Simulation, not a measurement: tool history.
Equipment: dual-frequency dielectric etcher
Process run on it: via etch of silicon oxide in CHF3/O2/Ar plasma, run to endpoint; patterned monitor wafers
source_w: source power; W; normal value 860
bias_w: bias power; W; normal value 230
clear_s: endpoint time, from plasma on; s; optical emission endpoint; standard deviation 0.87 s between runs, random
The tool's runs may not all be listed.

run     day  source_w  bias_w  incoming incoming film thickness, nm  clear_s
  1   0.000       860     230                                 681.0    282.3
  2   3.808       860     213                                 674.8    284.1
  3   7.721       760     230                                 673.0    297.0
  4   8.850       860     250                                 671.0    268.8
  5  10.038       860     250                                 678.6    272.2
     12.188  -- upper electrode replaced
  6  12.208       860     250                                 674.1    269.5
  7  12.229       860     230                                 679.3    277.4
  8  12.750       860     230                                 676.5    275.6
     14.700  -- wet clean of the chamber
  9  15.454       860     230                                 675.7    284.0
 10  16.708       860     230                                 684.7    286.1
 11  17.654       860     230                                 672.2    281.3
 12  18.967       860     230                                 675.6    281.2
 13  19.583       860     230                                 678.6    282.5
 14  20.504       860     230                                 677.6    281.8
     23.225  -- bias power generator calibrated
 15  24.200       860     230                                 679.1    280.6
 16  27.525       980     230                                 673.2    258.5
 17  28.121       860     230                                 674.6    277.3
     29.592  -- source power generator calibrated
 18  29.612       940     181                                 685.7    290.0
 19  30.375       920     190                                 675.2    287.5
 20  31.762       710     190                                 673.1    330.6
 21  33.108       860     280                                 676.3    270.2
 22  33.967      1000     254                                 671.3    253.1
 23  36.112       760     230                                 684.1    307.2

Run 24 comes next. What will it give?
 24  36.817       860     208                                 672.9        ?

{"run 24": {"clear_s": 287.2}}
Without the tool's hidden state the same run would have given clear_s 295.8 s.
